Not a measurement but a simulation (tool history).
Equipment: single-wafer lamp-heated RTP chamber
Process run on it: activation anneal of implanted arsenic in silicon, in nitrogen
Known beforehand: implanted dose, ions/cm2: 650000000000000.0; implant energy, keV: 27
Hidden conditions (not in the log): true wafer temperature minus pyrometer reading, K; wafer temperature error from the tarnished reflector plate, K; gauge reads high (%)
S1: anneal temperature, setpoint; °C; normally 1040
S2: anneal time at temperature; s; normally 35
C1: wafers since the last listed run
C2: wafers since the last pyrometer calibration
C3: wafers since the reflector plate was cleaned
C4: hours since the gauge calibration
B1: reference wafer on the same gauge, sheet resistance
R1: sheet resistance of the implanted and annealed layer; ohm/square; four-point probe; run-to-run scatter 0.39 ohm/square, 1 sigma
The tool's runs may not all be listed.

| run | hour | S1 | S2 | C1 | C2 | C3 | C4 | B1 | R1 |
|---|---|---|---|---|---|---|---|---|---|
| 1 | 0 | 1052 | 35 | 0 | 4818 | 758 | 403.3 | 186.07 | 158.11 |
| 2 | 51.7 | 1052 | 35 | 729 | 5548 | 1488 | 455 | 185.87 | 158.55 |
| 3 | 80.4 | 1052 | 35 | 404 | 5953 | 1893 | 483.7 | 185.96 | 157.83 |
| 4 | 120 | 1040 | 35 | 558 | 6511 | 2451 | 523.3 | 186.05 | 160.2 |
| 5 | 149.6 | 1040 | 35 | 417 | 6929 | 2869 | 552.9 | 185.95 | 159.8 |
| 6 | 186.7 | 1040 | 35 | 523 | 7452 | 3393 | 590 | 185.99 | 160.5 |
| 7 | 213 | 1040 | 35 | 371 | 7823 | 3764 | 616.3 | 185.99 | 160.4 |
|  | 244.3 | pyrometer window cleaned and pyrometer calibrated |
|  | 247.5 | gauge calibrated |
| 8 | 271.5 | 1040 | 18 | 712 | 383 | 4476 | 24 | 185.98 | 163.77 |
| 9 | 329.1 | 1040 | 35 | 812 | 1196 | 5289 | 81.6 | 185.95 | 159.47 |
| 10 | 362.9 | 1068 | 44 | 476 | 1673 | 5766 | 115.4 | 185.95 | 153.66 |
| 11 | 428.2 | 1019 | 22 | 921 | 2594 | 6687 | 180.7 | 186 | 165.36 |
| 12 | 497.6 | 1048 | 51 | 979 | 3573 | 7666 | 250.1 | 185.95 | 156.4 |
|  | 534.3 | reflector plate cleaned |
| 13 | 568.9 | 1032 | 19 | 893 | 4466 | 487 | 321.4 | 185.99 | 164.72 |
| 14 | 635.7 | 1040 | 35 | 942 | 5409 | 1430 | 388.2 | 185.99 | 160.1 |
| 15 | 670.2 | 1040 | 35 | 486 | 5895 | 1916 | 422.7 | 185.96 | 160.36 |

Predict the results of run 16:
| 16 | 712.2 | 1040 | 35 | 592 | 6488 | 2509 | 464.7 | ? | ? |

B1: 185.97
R1: 159.95 ohm/square
Without the tool's hidden state the same run would have given R1 159.95 ohm/square.
